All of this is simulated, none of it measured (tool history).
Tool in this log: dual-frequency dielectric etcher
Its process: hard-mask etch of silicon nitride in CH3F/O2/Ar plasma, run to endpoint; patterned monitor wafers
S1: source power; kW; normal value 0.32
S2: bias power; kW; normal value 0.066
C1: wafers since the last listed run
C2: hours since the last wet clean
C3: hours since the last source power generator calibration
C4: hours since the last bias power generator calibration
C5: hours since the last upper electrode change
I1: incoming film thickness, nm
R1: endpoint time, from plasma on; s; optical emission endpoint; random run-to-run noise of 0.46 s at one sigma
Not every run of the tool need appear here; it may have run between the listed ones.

run   hour    S1     S2   C1     C2      C3      C4      C5     I1    R1
  1      0  0.32  0.066    0  354.2  2384.9    3406  3469.2  44.31  81.7
  2   15.4  0.32  0.066  113  369.6  2400.3  3421.4  3484.6  44.31  80.4
  3     27  0.27  0.061   85  381.2  2411.9    3433  3496.2  44.65  89.5
  4   38.7  0.27  0.061   86  392.9  2423.6  3444.7  3507.9   44.2  88.9
  5   48.6  0.27  0.061   73  402.8  2433.5  3454.6  3517.8   44.1  88.2
      98.2  -- upper electrode replaced
     100.9  -- wet clean of the chamber
  6  101.4  0.32  0.066  192    0.5  2486.3  3507.4     3.2  44.11  73.3
  7  101.7  0.32  0.066    2    0.8  2486.6  3507.7     3.5   44.2  73.3
  8    102  0.37  0.066    2    1.1  2486.9    3508     3.8  44.44  69.1
  9  115.8  0.37  0.066  101   14.9  2500.7  3521.8    17.6  44.32  68.8
 10  122.9  0.32  0.062   52     22  2507.8  3528.9    24.7  44.26  74.9
       140  -- source power generator calibrated
     150.8  -- wet clean of the chamber, repeated, since the last time left the tool worse
 11  151.3  0.37  0.054  100    0.5    11.3  3557.3    53.1  43.58    77
 12  151.7  0.36  0.071    2    0.9    11.7  3557.7    53.5     44  72.8
     156.2  -- bias power generator calibrated
 13  161.9  0.32  0.066   45   11.1    21.9     5.7    63.7  44.27  77.7
 14  168.1   0.4  0.077   45   17.3    28.1    11.9    69.9  44.22  68.4
 15    179  0.32  0.066   80   28.2      39    22.8    80.8  44.45  78.1
 16  192.3  0.25  0.054   98   41.5    52.3    36.1    94.1  44.08  90.9
 17  209.1  0.27  0.061  124   58.3    69.1    52.9   110.9  44.42  85.5
 18  216.7  0.35  0.074   56   65.9    76.7    60.5   118.5   44.4  72.6

Per-run results on a tool with no hidden state, each run keeping its own random variation:
Hidden state present: etch rate over this chamber's usual, %; source power that arrives over what is set, %; bias power that arrives over what is set, %.
run    R1
  1  79.1
  2  77.7
  3  86.4
  4  85.7
  5  84.9
  6  78.3
  7  78.4
  8  73.8
  9  73.4
 10  79.9
 11  77.3
 12  73.1
 13  77.9
 14  68.6
 15  78.2
 16  90.9
 17  85.4
 18  72.4
